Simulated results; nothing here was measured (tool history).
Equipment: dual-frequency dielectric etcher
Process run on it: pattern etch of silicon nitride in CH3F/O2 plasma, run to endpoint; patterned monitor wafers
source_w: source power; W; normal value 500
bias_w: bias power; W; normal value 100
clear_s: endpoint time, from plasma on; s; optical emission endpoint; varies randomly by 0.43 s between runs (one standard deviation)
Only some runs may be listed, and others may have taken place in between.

| run | hour | source_w | bias_w | wafers since the last listed run | hours since the last wet clean | hours since the last source power generator calibration | hours since the last bias power generator calibration | hours since the last upper electrode change | incoming incoming film thickness, nm | clear_s |
|---|---|---|---|---|---|---|---|---|---|---|
| 1 | 0.0 | 500 | 118 | 0 | 436.0 | 3180.8 | 758.1 | 4244.7 | 85.4 | 81.3 |
|  | 72.6 | wet clean of the chamber |
| 2 | 88.9 | 500 | 118 | 505 | 16.3 | 3269.7 | 847.0 | 4333.6 | 84.6 | 80.5 |
| 3 | 126.3 | 500 | 105 | 291 | 53.7 | 3307.1 | 884.4 | 4371.0 | 85.0 | 83.9 |
| 4 | 229.4 | 500 | 105 | 803 | 156.8 | 3410.2 | 987.5 | 4474.1 | 85.5 | 85.5 |
| 5 | 324.9 | 500 | 100 | 744 | 252.3 | 3505.7 | 1083.0 | 4569.6 | 85.5 | 86.9 |
| 6 | 385.8 | 500 | 100 | 474 | 313.2 | 3566.6 | 1143.9 | 4630.5 | 84.5 | 85.7 |
| 7 | 445.2 | 590 | 100 | 463 | 372.6 | 3626.0 | 1203.3 | 4689.9 | 86.3 | 83.4 |
| 8 | 517.7 | 590 | 100 | 565 | 445.1 | 3698.5 | 1275.8 | 4762.4 | 85.7 | 83.0 |
|  | 567.7 | wet clean of the chamber |
| 9 | 571.0 | 500 | 100 | 228 | 3.3 | 3751.8 | 1329.1 | 4815.7 | 85.0 | 87.1 |
| 10 | 640.5 | 500 | 100 | 541 | 72.8 | 3821.3 | 1398.6 | 4885.2 | 84.9 | 86.5 |
| 11 | 688.7 | 500 | 100 | 375 | 121.0 | 3869.5 | 1446.8 | 4933.4 | 85.8 | 88.5 |
| 12 | 794.9 | 430 | 75 | 827 | 227.2 | 3975.7 | 1553.0 | 5039.6 | 85.6 | 102.5 |
|  | 836.9 | upper electrode replaced |
|  | 847.7 | source power generator calibrated |
| 13 | 848.2 | 500 | 100 | 197 | 280.5 | 0.5 | 1606.3 | 11.3 | 86.0 | 88.1 |
| 14 | 960.1 | 410 | 124 | 872 | 392.4 | 112.4 | 1718.2 | 123.2 | 84.5 | 85.5 |
|  | 1021.7 | wet clean of the chamber |
| 15 | 1039.0 | 500 | 100 | 427 | 17.3 | 191.3 | 1797.1 | 202.1 | 85.4 | 88.4 |
| 16 | 1080.8 | 390 | 83 | 325 | 59.1 | 233.1 | 1838.9 | 243.9 | 84.8 | 101.1 |
|  | 1155.1 | bias power generator calibrated |
| 17 | 1177.3 | 580 | 92 | 721 | 155.6 | 329.6 | 22.2 | 340.4 | 83.5 | 81.7 |
| 18 | 1267.4 | 380 | 75 | 702 | 245.7 | 419.7 | 112.3 | 430.5 | 84.7 | 103.7 |
| 19 | 1333.7 | 620 | 125 | 516 | 312.0 | 486.0 | 178.6 | 496.8 | 85.4 | 74.1 |
| 20 | 1382.1 | 600 | 116 | 377 | 360.4 | 534.4 | 227.0 | 545.2 | 85.6 | 76.4 |
| 21 | 1484.2 | 500 | 100 | 795 | 462.5 | 636.5 | 329.1 | 647.3 | 85.1 | 85.9 |
|  | 1527.4 | wet clean of the chamber |
| 22 | 1554.3 | 500 | 100 | 359 | 26.9 | 706.6 | 399.2 | 717.4 | 85.3 | 85.9 |

Forecast each of these 4 alternatives for the next run:
| A | 1554.8 | 500 | 122 | 3 | 27.4 | 707.1 | 399.7 | 717.9 | 85.6 | ? |
| B | 1554.8 | 400 | 107 | 3 | 27.4 | 707.1 | 399.7 | 717.9 | 85.6 | ? |
| C | 1554.8 | 420 | 76 | 3 | 27.4 | 707.1 | 399.7 | 717.9 | 85.6 | ? |
| D | 1554.8 | 410 | 109 | 3 | 27.4 | 707.1 | 399.7 | 717.9 | 85.6 | ? |

| run | clear_s |
|---|---|
| A | 80.0 |
| B | 90.2 |
| C | 100.4 |
| D | 88.8 |
Without the tool's unlogged condition, the same runs would have read:
| run | clear_s |
|---|---|
| A | 80.0 |
| B | 90.1 |
| C | 100.4 |
| D | 88.8 |

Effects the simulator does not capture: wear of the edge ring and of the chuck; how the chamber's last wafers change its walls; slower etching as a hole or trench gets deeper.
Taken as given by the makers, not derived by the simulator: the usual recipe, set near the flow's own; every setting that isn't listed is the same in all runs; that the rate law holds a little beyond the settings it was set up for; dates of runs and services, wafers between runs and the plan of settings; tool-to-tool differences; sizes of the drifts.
